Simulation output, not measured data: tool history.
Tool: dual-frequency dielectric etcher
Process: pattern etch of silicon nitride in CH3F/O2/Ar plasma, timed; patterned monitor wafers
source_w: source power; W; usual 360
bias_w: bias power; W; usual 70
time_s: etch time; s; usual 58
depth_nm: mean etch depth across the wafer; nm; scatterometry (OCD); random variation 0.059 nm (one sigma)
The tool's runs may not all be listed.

run,hour,source_w,bias_w,time_s,wafers since the last listed run,hours since the last wet clean,hours since the last source power generator calibration,hours since the last bias power generator calibration,hours since the last upper electrode change,hours since the gauge calibration,"read-back reference wafer on the same gauge, depth_nm",depth_nm
1,0,360,63,58,0,295.4,2964.4,3214.2,2251.2,412.4,38.61,38.01
2,15.3,360,63,58,232,310.7,2979.7,3229.5,2266.5,427.7,38.59,37.99
3,30.3,360,70,65,228,325.7,2994.7,3244.5,2281.5,442.7,38.61,43.5
4,43.3,360,70,65,197,338.7,3007.7,3257.5,2294.5,455.7,38.61,43.44
5,51,360,70,65,117,346.4,3015.4,3265.2,2302.2,463.4,38.6,43.58
6,57.7,300,70,65,101,353.1,3022.1,3271.9,2308.9,470.1,38.6,39.23
# hour 67.2: bias power generator calibrated
7,67.7,300,70,65,91,363.1,3032.1,0.5,2318.9,480.1,38.59,39.28
8,83.2,360,59,44,235,378.6,3047.6,16,2334.4,495.6,38.6,28.4
9,96.8,360,56,58,206,392.2,3061.2,29.6,2348,509.2,38.6,37.13
10,103.7,360,56,58,104,399.1,3068.1,36.5,2354.9,516.1,38.59,37.09
11,119.5,360,56,58,240,414.9,3083.9,52.3,2370.7,531.9,38.6,37
12,136.6,310,70,40.5,260,432,3101,69.4,2387.8,549,38.61,24.93
# hour 142.5: gauge calibrated
13,148.1,440,79,58,174,443.5,3112.5,80.9,2399.3,5.6,38.59,44.09
14,163.5,430,70,58,234,458.9,3127.9,96.3,2414.7,21,38.61,42.48
15,171,360,70,73.5,114,466.4,3135.4,103.8,2422.2,28.5,38.62,48.96
16,181.9,360,54,72.5,165,477.3,3146.3,114.7,2433.1,39.4,38.61,45.87
# hour 211.7: upper electrode replaced
# hour 233.1: wet clean of the chamber
17,233.6,360,70,58,95,0.5,3198,166.4,21.9,91.1,38.59,39.18
18,234,330,70,58,6,0.9,3198.4,166.8,22.3,91.5,38.6,37.53
19,251.2,360,70,58,261,18.1,3215.6,184,39.5,108.7,38.61,39.16
# hour 259.4: source power generator calibrated
20,260.7,360,70,47.5,83,27.6,1.3,193.5,49,118.2,38.6,32.13
21,271.8,360,52,58,168,38.7,12.4,204.6,60.1,129.3,38.59,36.96
22,278.1,360,54,72.5,95,45,18.7,210.9,66.4,135.6,38.61,46.53
23,295.5,320,57,46.5,264,62.4,36.1,228.3,83.8,153,38.6,28.27
24,319.4,430,75,42,363,86.3,60,252.2,107.7,176.9,38.59,31.51
25,331.5,410,61,58,184,98.4,72.1,264.3,119.8,189,38.6,40.58
26,348.9,300,84,66,264,115.8,89.5,281.7,137.2,206.4,38.63,41.92
27,359.2,360,70,75,156,126.1,99.8,292,147.5,216.7,38.59,50.5
28,376.6,360,63,68,264,143.5,117.2,309.4,164.9,234.1,38.59,44.9
29,392,360,70,58,234,158.9,132.6,324.8,180.3,249.5,38.61,39.07
30,399.9,360,70,58,120,166.8,140.5,332.7,188.2,257.4,38.61,39.09
31,453,360,70,58,807,219.9,193.6,385.8,241.3,310.5,38.58,38.97

Hidden state at the last listed run before each entry between runs and at the first one after, where it differs:
Between runs 6 and 7: bias power generator calibrated (hour 67.2)
  etch rate over this chamber's usual, %: -1.05 -> -1.08
  measured less the result without the state, depth_nm: -0.42 -> -0.43 nm
Between runs 12 and 13: gauge calibrated (hour 142.5)
  etch rate over this chamber's usual, %: -1.27 -> -1.3
  measured less the result without the state, depth_nm: -0.32 -> -0.58 nm
Between runs 16 and 17: upper electrode replaced (hour 211.7); wet clean of the chamber (hour 233.1)
  etch rate over this chamber's usual, %: -1.4 -> 0.0743
  measured less the result without the state, depth_nm: -0.65 -> +0.03 nm
Between runs 19 and 20: source power generator calibrated (hour 259.4)
  etch rate over this chamber's usual, %: 0.0259 -> -0.000214
  measured less the result without the state, depth_nm: +0.01 -> +0 nm
